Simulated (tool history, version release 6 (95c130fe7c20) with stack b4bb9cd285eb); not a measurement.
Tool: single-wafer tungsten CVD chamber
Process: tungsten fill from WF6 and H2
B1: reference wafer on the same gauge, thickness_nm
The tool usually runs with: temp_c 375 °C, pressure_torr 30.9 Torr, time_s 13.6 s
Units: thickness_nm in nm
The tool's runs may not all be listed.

{"run": 1, "hour": 0.0, "temp_c": 375, "pressure_torr": 30.9, "time_s": 13.6, "B1": 21.618, "thickness_nm": 22.409}
{"run": 2, "hour": 52.0, "temp_c": 375, "pressure_torr": 30.9, "time_s": 13.6, "B1": 21.583, "thickness_nm": 21.998}
{"run": 3, "hour": 119.5, "temp_c": 375, "pressure_torr": 30.9, "time_s": 13.6, "B1": 21.642, "thickness_nm": 22.299}
{"run": 4, "hour": 169.2, "temp_c": 375, "pressure_torr": 30.9, "time_s": 13.6, "B1": 21.568, "thickness_nm": 21.991}
{"run": 5, "hour": 220.6, "temp_c": 375, "pressure_torr": 30.9, "time_s": 13.6, "B1": 21.622, "thickness_nm": 22.166}
{"hour": 244.4, "done": "thermocouple changed; heater temperature recalibrated"}
{"run": 6, "hour": 269.5, "temp_c": 383, "pressure_torr": 30.9, "time_s": 13.6, "B1": 21.66, "thickness_nm": 25.725}
{"run": 7, "hour": 299.9, "temp_c": 383, "pressure_torr": 30.9, "time_s": 13.6, "B1": 21.579, "thickness_nm": 25.839}
{"run": 8, "hour": 361.1, "temp_c": 383, "pressure_torr": 30.9, "time_s": 13.6, "B1": 21.61, "thickness_nm": 26.039}
{"run": 9, "hour": 417.6, "temp_c": 375, "pressure_torr": 30.9, "time_s": 12.3, "B1": 21.613, "thickness_nm": 19.733}
{"run": 10, "hour": 454.4, "temp_c": 386, "pressure_torr": 30.9, "time_s": 13.6, "B1": 21.634, "thickness_nm": 27.182}
{"run": 11, "hour": 491.1, "temp_c": 386, "pressure_torr": 30.9, "time_s": 13.6, "B1": 21.612, "thickness_nm": 27.451}
{"run": 12, "hour": 561.6, "temp_c": 375, "pressure_torr": 30.9, "time_s": 13.6, "B1": 21.581, "thickness_nm": 21.989}
{"run": 13, "hour": 604.2, "temp_c": 375, "pressure_torr": 30.9, "time_s": 13.6, "B1": 21.627, "thickness_nm": 22.046}
{"run": 14, "hour": 638.3, "temp_c": 375, "pressure_torr": 30.9, "time_s": 13.6, "B1": 21.6, "thickness_nm": 21.881}
{"run": 15, "hour": 676.0, "temp_c": 375, "pressure_torr": 30.9, "time_s": 13.6, "B1": 21.592, "thickness_nm": 21.912}
{"run": 16, "hour": 700.3, "temp_c": 375, "pressure_torr": 30.9, "time_s": 13.6, "B1": 21.606, "thickness_nm": 21.974}
{"run": 17, "hour": 737.6, "temp_c": 375, "pressure_torr": 30.9, "time_s": 13.6, "B1": 21.582, "thickness_nm": 22}
{"run": 18, "hour": 777.8, "temp_c": 375, "pressure_torr": 30.9, "time_s": 13.6, "B1": 21.603, "thickness_nm": 21.918}
{"hour": 836.2, "done": "gauge calibrated"}
{"run": 19, "hour": 839.6, "temp_c": 375, "pressure_torr": 30.9, "time_s": 12.8, "B1": 21.635, "thickness_nm": 20.429}
{"run": 20, "hour": 867.3, "temp_c": 387, "pressure_torr": 30.9, "time_s": 13.6, "B1": 21.595, "thickness_nm": 27.552}
{"run": 21, "hour": 894.5, "temp_c": 375, "pressure_torr": 30.9, "time_s": 11.1, "B1": 21.632, "thickness_nm": 17.887}
{"run": 22, "hour": 960.2, "temp_c": 367, "pressure_torr": 30.9, "time_s": 15.7, "B1": 21.615, "thickness_nm": 21.222}
{"hour": 990.4, "done": "capacitance manometer re-zeroed and calibrated"}
{"run": 23, "hour": 1012.0, "temp_c": 375, "pressure_torr": 30.9, "time_s": 13.6, "B1": 21.569, "thickness_nm": 21.758}
{"run": 24, "hour": 1043.1, "temp_c": 387, "pressure_torr": 28, "time_s": 11.6, "B1": 21.596, "thickness_nm": 22.611}
{"run": 25, "hour": 1077.6, "temp_c": 388, "pressure_torr": 30.9, "time_s": 15.7, "B1": 21.607, "thickness_nm": 32.139}
{"hour": 1086.5, "done": "showerhead replaced"}
{"run": 26, "hour": 1132.9, "temp_c": 375, "pressure_torr": 23.2, "time_s": 13.6, "B1": 21.635, "thickness_nm": 19.623}
{"run": 27, "hour": 1204.4, "temp_c": 367, "pressure_torr": 30.9, "time_s": 11.3, "B1": 21.614, "thickness_nm": 15.165}
{"run": 28, "hour": 1230.1, "temp_c": 375, "pressure_torr": 30.9, "time_s": 13.6, "B1": 21.606, "thickness_nm": 21.49}
{"hour": 1257.2, "done": "capacitance manometer re-zeroed and calibrated, repeated, since the last time left the tool worse"}
{"run": 29, "hour": 1266.7, "temp_c": 375, "pressure_torr": 28.6, "time_s": 13.6, "B1": 21.58, "thickness_nm": 22.052}
{"hour": 1339.8, "done": "thermocouple changed; heater temperature recalibrated"}
{"run": 30, "hour": 1340.3, "temp_c": 375, "pressure_torr": 28.6, "time_s": 13.6, "B1": 21.597, "thickness_nm": 21.65}
{"run": 31, "hour": 1472.5, "temp_c": 383, "pressure_torr": 34.9, "time_s": 13.6, "B1": 21.616, "thickness_nm": 27.078}
{"run": 32, "hour": 1540.9, "temp_c": 375, "pressure_torr": 28.6, "time_s": 13.6, "B1": 21.613, "thickness_nm": 21.777}
{"run": 33, "hour": 1595.0, "temp_c": 375, "pressure_torr": 30.9, "time_s": 13.6, "B1": 21.649, "thickness_nm": 22.289}
{"run": 34, "hour": 1662.6, "temp_c": 388, "pressure_torr": 30.9, "time_s": 15.7, "B1": 21.626, "thickness_nm": 33.106}
{"run": 35, "hour": 1700.4, "temp_c": 362, "pressure_torr": 30.9, "time_s": 11.1, "B1": 21.566, "thickness_nm": 13.78}

Below, each run's measurement less what the same run would have read without the hidden state. Both values contain the same run-to-run variation, but the gauge's scatter may not be the same in both:
Hidden state present: wafer temperature above the value expected at the setpoint (K); true pressure above the setpoint (%); gauge reads high (%).
run=1 thickness_nm=-0.159
run=2 thickness_nm=-0.168
run=3 thickness_nm=-0.185
run=4 thickness_nm=-0.195
run=5 thickness_nm=-0.209
run=6 thickness_nm=-0.256
run=7 thickness_nm=-0.266
run=8 thickness_nm=-0.286
run=9 thickness_nm=-0.229
run=10 thickness_nm=-0.326
run=11 thickness_nm=-0.34
run=12 thickness_nm=-0.29
run=13 thickness_nm=-0.3
run=14 thickness_nm=-0.306
run=15 thickness_nm=-0.317
run=16 thickness_nm=-0.323
run=17 thickness_nm=-0.332
run=18 thickness_nm=-0.341
run=19 thickness_nm=-0.332
run=20 thickness_nm=-0.457
run=21 thickness_nm=-0.302
run=22 thickness_nm=-0.373
run=23 thickness_nm=-0.689
run=24 thickness_nm=-0.728
run=25 thickness_nm=-1.043
run=26 thickness_nm=-0.655
run=27 thickness_nm=-0.514
run=28 thickness_nm=-0.735
run=29 thickness_nm=+0.019
run=30 thickness_nm=+0.002
run=31 thickness_nm=-0.034
run=32 thickness_nm=-0.044
run=33 thickness_nm=-0.057
run=34 thickness_nm=-0.109
run=35 thickness_nm=-0.05

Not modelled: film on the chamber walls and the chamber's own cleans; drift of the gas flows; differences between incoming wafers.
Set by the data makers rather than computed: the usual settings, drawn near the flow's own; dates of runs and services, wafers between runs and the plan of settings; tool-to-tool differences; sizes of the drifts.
